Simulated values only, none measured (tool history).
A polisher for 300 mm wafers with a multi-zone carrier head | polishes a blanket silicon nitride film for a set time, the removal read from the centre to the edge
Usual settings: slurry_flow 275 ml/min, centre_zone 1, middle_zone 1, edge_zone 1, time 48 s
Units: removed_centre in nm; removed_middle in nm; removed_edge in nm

run,hour,slurry_flow,centre_zone,middle_zone,edge_zone,time,"incoming thickness of the incoming film, nm",removed_centre,removed_middle,removed_edge
1,0,275,1,1,1,48,514.5,130,124.6,127
2,35.9,275,1,1,1,59,517,157.3,150.2,157.5
3,98.1,275,1,1,1,59,502.9,156.1,149.6,154.6
4,139.9,185,1,1,1,53,513.2,127.7,124.8,132.3
5,192.1,185,1,1,1,48,505,114.7,113.1,119.6
6,261.4,275,1,1,1,48,506.6,125.1,122.5,125.4
7,314.2,275,1,1,1,48,516.2,122.9,124.1,126.7
8,381.4,275,1,1,1,48,515.5,121.7,120.1,126.2
9,447.2,275,1,0.95,1.06,41,511.1,106.8,97.9,108.5
10,486.5,275,1,1,0.96,48,506.4,122.3,118.2,122.2
11,513.1,185,1.09,0.89,1,48,507.4,124.5,101,118.8
12,567.1,275,1,1,1,48,507.6,119.3,116.7,122.8
13,600,340,1.1,1,1,48,511.4,140.4,125.7,131.6
14,647.4,275,1,1.09,1,54,507.7,140.7,148.8,143.4
15,694.5,275,1,1,1,38,507,98.1,97.1,99.6
16,719.7,275,1.1,1.08,1,54,507.7,152.8,143.9,141.3
17,772.9,325,1,1,1,35,508.4,90.4,90.2,94.6
18,825.6,275,1.09,1,1,48,503.3,127.5,120.6,125.5
19,877.1,275,0.95,1.06,0.9,56,517,132.2,146.9,140
20,909.1,190,1,0.89,1,42,513,96.5,92.2,104.8
21,970.2,250,0.94,1.09,0.95,48,507.3,113.1,126.7,120.2
22,1033.2,275,1,0.95,1.06,41,507.6,109.5,99,112.3
23,1092.6,275,1,1,1,48,520.7,127,124.2,127.5

Not shown: 10 entries that the log had between the listed runs. Between which runs, and how does the tool's hidden state differ before and after?
Between runs 1 and 2: slurry nozzle cleaned (hour 19.4)
  removal rate lost through wear of the pad, %: 2.09 -> 2.52; deviation of the centre zone's pressure from its setpoint, %: -0.175 -> -0.648
  measured less the result without the state, removed_centre: -3 -> -5.1 nm; removed_middle: -2.7 -> -3.9 nm; removed_edge: -2.7 -> -4 nm
Between runs 4 and 5: carrier head's membrane replaced by a new one (hour 184.2)
  removal rate lost through wear of the pad, %: 3.76 -> 4.39; deviation of the centre zone's pressure from its setpoint, %: -2.02 -> -2.71
  measured less the result without the state, removed_centre: -7.8 -> -8.6 nm; removed_middle: -4.9 -> -5.1 nm; removed_edge: -5.2 -> -5.5 nm
Between runs 5 and 6: worn pad replaced by a new one (hour 218.7); edge zone pressure recalibrated (hour 259.4)
  removal rate lost through wear of the pad, %: 4.39 -> 1.73; deviation of the centre zone's pressure from its setpoint, %: -2.71 -> -3.62
  measured less the result without the state, removed_centre: -8.6 -> -7 nm; removed_middle: -5.1 -> -2.1 nm; removed_edge: -5.5 -> -2.2 nm
Between runs 8 and 9: centre zone pressure recalibrated (hour 430.6)
  removal rate lost through wear of the pad, %: 3.17 -> 3.96; deviation of the centre zone's pressure from its setpoint, %: -5.2 -> -1.19
  measured less the result without the state, removed_centre: -10.9 -> -5.8 nm; removed_middle: -3.9 -> -4.1 nm; removed_edge: -4.2 -> -4.5 nm
Between runs 9 and 10: slurry nozzle cleaned (hour 469.2)
  removal rate lost through wear of the pad, %: 3.96 -> 4.43; deviation of the centre zone's pressure from its setpoint, %: -1.19 -> -1.71
  measured less the result without the state, removed_centre: -5.8 -> -7.9 nm; removed_middle: -4.1 -> -5.4 nm; removed_edge: -4.5 -> -5.7 nm
Between runs 12 and 13: worn pad replaced by a new one (hour 582.4)
  removal rate lost through wear of the pad, %: 5.4 -> 0.51; deviation of the centre zone's pressure from its setpoint, %: -2.77 -> -3.21
  measured less the result without the state, removed_centre: -10.4 -> -5.4 nm; removed_middle: -6.7 -> -0.6 nm; removed_edge: -7 -> -0.7 nm
Between runs 19 and 20: slurry nozzle cleaned (hour 904)
  removal rate lost through wear of the pad, %: 3.83 -> 4.22; deviation of the centre zone's pressure from its setpoint, %: -6.86 -> -7.28
  measured less the result without the state, removed_centre: -15.5 -> -12.2 nm; removed_middle: -5.9 -> -4.1 nm; removed_edge: -5.5 -> -4.6 nm
Between runs 20 and 21: centre zone pressure recalibrated (hour 933.2)
  removal rate lost through wear of the pad, %: 4.22 -> 4.95; deviation of the centre zone's pressure from its setpoint, %: -7.28 -> -1.24
  measured less the result without the state, removed_centre: -12.2 -> -7.5 nm; removed_middle: -4.1 -> -6.6 nm; removed_edge: -4.6 -> -6.3 nm
Between runs 21 and 22: worn pad replaced by a new one (hour 988.4)
  removal rate lost through wear of the pad, %: 4.95 -> 0.592; deviation of the centre zone's pressure from its setpoint, %: -1.24 -> -2.07
  measured less the result without the state, removed_centre: -7.5 -> -3.1 nm; removed_middle: -6.6 -> -0.6 nm; removed_edge: -6.3 -> -0.6 nm
